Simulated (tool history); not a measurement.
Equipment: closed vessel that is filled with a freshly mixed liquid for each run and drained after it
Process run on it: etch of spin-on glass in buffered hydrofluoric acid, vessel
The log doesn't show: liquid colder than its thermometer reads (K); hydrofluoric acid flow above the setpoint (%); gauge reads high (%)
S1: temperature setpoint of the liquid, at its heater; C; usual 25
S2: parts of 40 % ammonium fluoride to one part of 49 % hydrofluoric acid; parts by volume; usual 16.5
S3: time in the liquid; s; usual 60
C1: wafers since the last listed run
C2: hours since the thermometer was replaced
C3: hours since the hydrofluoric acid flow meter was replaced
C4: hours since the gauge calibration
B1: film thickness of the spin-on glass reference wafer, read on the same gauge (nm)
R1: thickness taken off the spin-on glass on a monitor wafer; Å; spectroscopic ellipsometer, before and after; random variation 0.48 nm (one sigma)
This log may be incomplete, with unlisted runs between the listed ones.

| run | hour | S1 | S2 | S3 | C1 | C2 | C3 | C4 | B1 | R1 |
|---|---|---|---|---|---|---|---|---|---|---|
| 1 | 0 | 25 | 16.5 | 60 | 0 | 2063 | 542.2 | 63.5 | 90.02 | 1097.6 |
| 2 | 15.1 | 25 | 16.5 | 60 | 1354 | 2078.1 | 557.3 | 78.6 | 89.98 | 1096.1 |
| 3 | 21.9 | 25 | 16.5 | 80 | 609 | 2084.9 | 564.1 | 85.4 | 90 | 1454.5 |
| 4 | 31.1 | 25 | 16.5 | 80 | 824 | 2094.1 | 573.3 | 94.6 | 90.02 | 1462.6 |
| 5 | 37.2 | 25 | 16.5 | 80 | 546 | 2100.2 | 579.4 | 100.7 | 90 | 1464.7 |
| 6 | 43.3 | 25 | 16.5 | 60 | 546 | 2106.3 | 585.5 | 106.8 | 90.04 | 1096.6 |
| 7 | 58.3 | 25 | 16.5 | 60 | 1345 | 2121.3 | 600.5 | 121.8 | 89.97 | 1092.1 |
| 8 | 66.7 | 25 | 16.5 | 35 | 753 | 2129.7 | 608.9 | 130.2 | 90.01 | 637.6 |
|  | 77.2 | gauge calibrated |
| 9 | 83.9 | 25 | 16.5 | 35 | 1542 | 2146.9 | 626.1 | 6.7 | 90.02 | 637.7 |
| 10 | 101.4 | 25 | 16.5 | 60 | 1569 | 2164.4 | 643.6 | 24.2 | 89.95 | 1093.5 |
|  | 104.9 | hydrofluoric acid flow meter replaced |
| 11 | 117.9 | 28 | 23 | 85 | 1389 | 2180.9 | 13 | 40.7 | 89.97 | 1364.6 |
| 12 | 127.9 | 29.5 | 21.5 | 40 | 896 | 2190.9 | 23 | 50.7 | 89.97 | 732.8 |
| 13 | 140.7 | 25 | 14.5 | 60 | 1147 | 2203.7 | 35.8 | 63.5 | 90.02 | 1236 |
|  | 150.3 | thermometer replaced |
| 14 | 150.8 | 25 | 19.5 | 80 | 816 | 0.5 | 45.9 | 73.6 | 90.06 | 1404.9 |
| 15 | 159.6 | 21 | 16.5 | 60 | 789 | 9.3 | 54.7 | 82.4 | 89.99 | 993.1 |
| 16 | 173.2 | 25 | 16.5 | 60 | 1219 | 22.9 | 68.3 | 96 | 90.03 | 1232 |
| 17 | 191 | 25 | 16.5 | 60 | 1596 | 40.7 | 86.1 | 113.8 | 89.97 | 1229.8 |
| 18 | 206.7 | 20 | 12 | 80 | 1407 | 56.4 | 101.8 | 129.5 | 89.98 | 1699.7 |
| 19 | 222.6 | 27.5 | 10.5 | 85 | 1425 | 72.3 | 117.7 | 145.4 | 89.97 | 3107.9 |
|  | 229.3 | gauge calibrated |
| 20 | 240.5 | 25 | 16.5 | 60 | 1605 | 90.2 | 135.6 | 11.2 | 90.06 | 1227 |
| 21 | 257.2 | 25 | 16.5 | 60 | 1497 | 106.9 | 152.3 | 27.9 | 89.96 | 1226.1 |

Run-by-run hidden state of the tool:
hydrofluoric acid flow above the setpoint (%): 0 across all the runs
gauge reads high (%): 0 across all the runs
H1: liquid colder than its thermometer reads (K)
| run | H1 |
|---|---|
| 1 | 2.18 |
| 2 | 2.19 |
| 3 | 2.2 |
| 4 | 2.21 |
| 5 | 2.22 |
| 6 | 2.22 |
| 7 | 2.24 |
| 8 | 2.25 |
| 9 | 2.27 |
| 10 | 2.28 |
| 11 | 2.3 |
| 12 | 2.31 |
| 13 | 2.32 |
| 14 | 0.0457 |
| 15 | 0.0548 |
| 16 | 0.0689 |
| 17 | 0.0872 |
| 18 | 0.103 |
| 19 | 0.12 |
| 20 | 0.138 |
| 21 | 0.156 |

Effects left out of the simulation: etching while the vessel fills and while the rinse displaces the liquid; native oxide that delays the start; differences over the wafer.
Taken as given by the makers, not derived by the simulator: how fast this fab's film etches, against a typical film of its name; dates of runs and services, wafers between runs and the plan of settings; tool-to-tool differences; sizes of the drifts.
